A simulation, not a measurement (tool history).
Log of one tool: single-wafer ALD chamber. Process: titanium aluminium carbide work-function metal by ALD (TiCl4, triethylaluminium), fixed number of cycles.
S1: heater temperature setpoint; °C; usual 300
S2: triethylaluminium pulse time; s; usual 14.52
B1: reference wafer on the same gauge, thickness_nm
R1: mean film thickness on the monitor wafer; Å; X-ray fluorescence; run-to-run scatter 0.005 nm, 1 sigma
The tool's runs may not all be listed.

run   hour   S1     S2     B1     R1
  1    0.0  304  10.25  2.011  19.50
  2   12.6  300  18.29  2.010  19.58
      25.7  -- gauge calibrated
  3   29.9  300  18.29  2.011  19.52
  4   37.6  300  18.29  2.010  19.68
  5   47.1  305  18.35  2.010  20.01
  6   65.8  305  18.35  2.011  20.10
  7   71.8  305  18.35  2.011  19.94
  8   85.5  300  14.52  2.009  19.54
  9   94.5  300  13.19  2.011  19.51
 10  109.4  300  13.19  2.009  19.46
 11  116.8  300  14.52  2.011  19.55
 12  134.0  300  14.52  2.011  19.59
 13  146.9  300  14.52  2.010  19.52
     171.4  -- showerhead replaced
 14  171.9  300  14.52  2.010  19.57
 15  173.2  300  14.52  2.011  19.66
 16  179.5  305  18.35  2.010  19.97

What will run 17 give?
 17  189.4  311  16.86   ?   ?

For run 17 the tool returned B1 2.010, R1 20.42 Å.
If the tool had no hidden condition, the same run with the same run-to-run variation would have returned R1 20.42 Å.

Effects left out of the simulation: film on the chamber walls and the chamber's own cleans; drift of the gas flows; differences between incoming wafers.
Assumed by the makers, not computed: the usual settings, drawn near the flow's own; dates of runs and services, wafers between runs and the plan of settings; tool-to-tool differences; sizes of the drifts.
